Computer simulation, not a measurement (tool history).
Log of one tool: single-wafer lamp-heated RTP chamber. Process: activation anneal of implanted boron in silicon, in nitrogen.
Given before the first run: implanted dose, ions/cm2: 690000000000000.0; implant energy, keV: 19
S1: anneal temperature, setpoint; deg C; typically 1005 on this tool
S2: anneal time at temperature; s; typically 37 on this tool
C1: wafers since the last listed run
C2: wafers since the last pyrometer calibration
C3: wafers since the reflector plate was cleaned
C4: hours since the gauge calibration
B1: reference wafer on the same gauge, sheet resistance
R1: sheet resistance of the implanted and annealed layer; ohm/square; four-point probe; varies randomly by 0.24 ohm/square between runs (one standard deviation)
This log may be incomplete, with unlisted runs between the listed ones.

run,hour,S1,S2,C1,C2,C3,C4,B1,R1
1,0,1005,49,0,3615,8973,166.5,177.94,158.6
2,16.8,1005,49,195,3811,9169,183.3,177.98,158.34
# hour 22.8: gauge calibrated
3,57.6,1005,37,475,4287,9645,34.8,177.97,158.95
4,67,1005,37,109,4397,9755,44.2,177.97,158.5
5,84.2,1005,37,200,4598,9955,61.4,178.04,158.13
# hour 93.3: pyrometer window cleaned and pyrometer calibrated
6,93.8,990,37,18,5,9974,71,177.98,163.13
7,107.8,990,37,163,168,10137,85,177.99,163.22
8,125.3,1005,37,204,372,10341,102.5,178.01,159.55
9,139.8,1005,37,169,541,10511,117,177.97,159.69
10,148.1,1005,37,96,638,10607,125.3,177.98,159.49
# hour 159.8: reflector plate cleaned
11,165.7,988,37,111,750,68,142.9,177.94,163.75
12,172.9,1005,37,83,834,152,150.1,178.01,159.61
13,182.2,978,25,108,943,261,159.4,177.97,170.59
14,192,1018,37,114,1057,375,169.2,178.02,157.81
# hour 204.8: gauge calibrated
15,206.3,977,37,166,1224,542,1.5,178.02,168.47
16,215,1005,37,101,1325,643,10.2,177.99,159.45
17,232.9,995,53,208,1534,852,28.1,178.01,160.63
18,240.9,1015,19,93,1627,945,36.1,178.01,159.38
19,248.2,1005,58,85,1713,1031,43.4,178.02,158.5
20,279.4,1023,30,363,2077,1394,74.6,178.02,157.56

Alternative continuations, all from the tool just after run 20; predict every row:
A,279.8,1005,37,4,2081,1399,75,?,?
B,279.8,1031,23,4,2081,1399,75,?,?
C,279.8,1005,57,4,2081,1399,75,?,?

run,B1,R1
A,178,159.5
B,178,157.72
C,178,158.48
With the hidden condition removed and each run's random variation left untouched, the same runs would have given:
run,R1
A,160.23
B,158.02
C,159.17

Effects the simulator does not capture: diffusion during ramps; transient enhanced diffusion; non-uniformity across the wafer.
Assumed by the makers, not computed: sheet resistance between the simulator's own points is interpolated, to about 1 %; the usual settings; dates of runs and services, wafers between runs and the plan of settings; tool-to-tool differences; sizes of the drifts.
